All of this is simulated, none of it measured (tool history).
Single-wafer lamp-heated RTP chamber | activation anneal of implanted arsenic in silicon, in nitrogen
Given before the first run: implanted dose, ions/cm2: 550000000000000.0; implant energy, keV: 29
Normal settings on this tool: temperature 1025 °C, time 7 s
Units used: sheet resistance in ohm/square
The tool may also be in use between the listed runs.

| run | hour | temperature | time | read-back reference wafer on the same gauge, sheet resistance | sheet resistance |
|---|---|---|---|---|---|
| 1 | 0 | 1014 | 7 | 203.94 | 173.84 |
| 2 | 7.8 | 1014 | 7 | 203.99 | 174.63 |
|  | 18.8 | pyrometer window cleaned and pyrometer calibrated |
| 3 | 19.2 | 1008 | 7 | 203.96 | 175.88 |
| 4 | 25.7 | 1025 | 9 | 204.07 | 173.15 |
| 5 | 43.7 | 1025 | 7 | 204 | 173.69 |
| 6 | 59.9 | 1045 | 7 | 204.03 | 171.98 |
| 7 | 77 | 1045 | 7 | 204 | 172.24 |
| 8 | 93.1 | 1025 | 7 | 203.98 | 173.66 |
| 9 | 102.3 | 1025 | 7 | 204.02 | 173.57 |
| 10 | 112.5 | 1025 | 7 | 203.98 | 173.36 |
| 11 | 121.9 | 1025 | 7 | 203.97 | 173.54 |
| 12 | 138.9 | 1025 | 7 | 203.98 | 173.17 |
| 13 | 149.8 | 1025 | 7 | 203.99 | 172.91 |
|  | 150.1 | gauge calibrated |
| 14 | 161.6 | 1025 | 7 | 204.02 | 172.83 |
| 15 | 168.6 | 1025 | 7 | 204 | 172.85 |
| 16 | 185 | 1025 | 7 | 204 | 172.89 |
| 17 | 191.2 | 1025 | 7 | 203.92 | 173.05 |
| 18 | 209 | 1046 | 4 | 204.07 | 173.42 |
| 19 | 226.7 | 996 | 10 | 203.98 | 174.34 |
|  | 236.9 | pyrometer window cleaned and pyrometer calibrated |
| 20 | 237.9 | 1006 | 8 | 203.95 | 175.29 |
| 21 | 253.5 | 1025 | 5 | 203.94 | 175.2 |
| 22 | 264.7 | 1025 | 3 | 204 | 177.35 |
| 23 | 271.2 | 1025 | 7 | 204 | 173.86 |
| 24 | 283.2 | 1025 | 8 | 204.07 | 172.61 |
|  | 312.5 | reflector plate cleaned |
| 25 | 321.2 | 1044 | 5 | 203.98 | 172.89 |
| 26 | 351.5 | 1025 | 7 | 203.98 | 173.08 |
| 27 | 365 | 1025 | 7 | 203.97 | 173.49 |
| 28 | 377.1 | 1040 | 7 | 204 | 171.57 |
| 29 | 389.6 | 1050 | 10 | 203.99 | 169.45 |
| 30 | 405.8 | 1025 | 11 | 204.01 | 171.04 |
| 31 | 421.7 | 1010 | 5 | 204.02 | 175.98 |
| 32 | 437.8 | 1035 | 5 | 203.97 | 173.55 |
| 33 | 450.4 | 1025 | 7 | 203.99 | 173.32 |
| 34 | 458.2 | 1048 | 10 | 203.98 | 169.29 |
| 35 | 469 | 1050 | 4 | 204.01 | 173.35 |

How would selected steps in sheet resistance from run to run divide? Give the signed amount a tool lacking its hidden state would still show from settings, what came in and random variation, and the signed amount left for the hidden state, including any gauge scatter that is not in both of the compared results.
The hidden state here: true wafer temperature minus pyrometer reading, K; wafer temperature error from the tarnished reflector plate, K; gauge reads high (%).
Run 2 -> 3: temperature 1014 -> 1008, pyrometer window cleaned and pyrometer calibrated. sheet resistance +1.25 ohm/square: hidden state +1.15, all else +0.1.
Run 19 -> 20: temperature 996 -> 1006, time 10 -> 8, pyrometer window cleaned and pyrometer calibrated. sheet resistance +0.95 ohm/square: hidden state +1.08, all else -0.13.
Run 24 -> 25: temperature 1025 -> 1044, time 8 -> 5, reflector plate cleaned. sheet resistance +0.28 ohm/square: hidden state -0.27, all else +0.55.
Run 30 -> 31: temperature 1025 -> 1010, time 11 -> 5. sheet resistance +4.94 ohm/square: hidden state +0.12, all else +4.82.
Run 33 -> 34: temperature 1025 -> 1048, time 7 -> 10. sheet resistance -4.03 ohm/square: hidden state +0.02, all else -4.05.
Run 34 -> 35: temperature 1048 -> 1050, time 10 -> 4. sheet resistance +4.06 ohm/square: hidden state -0.06, all else +4.12.

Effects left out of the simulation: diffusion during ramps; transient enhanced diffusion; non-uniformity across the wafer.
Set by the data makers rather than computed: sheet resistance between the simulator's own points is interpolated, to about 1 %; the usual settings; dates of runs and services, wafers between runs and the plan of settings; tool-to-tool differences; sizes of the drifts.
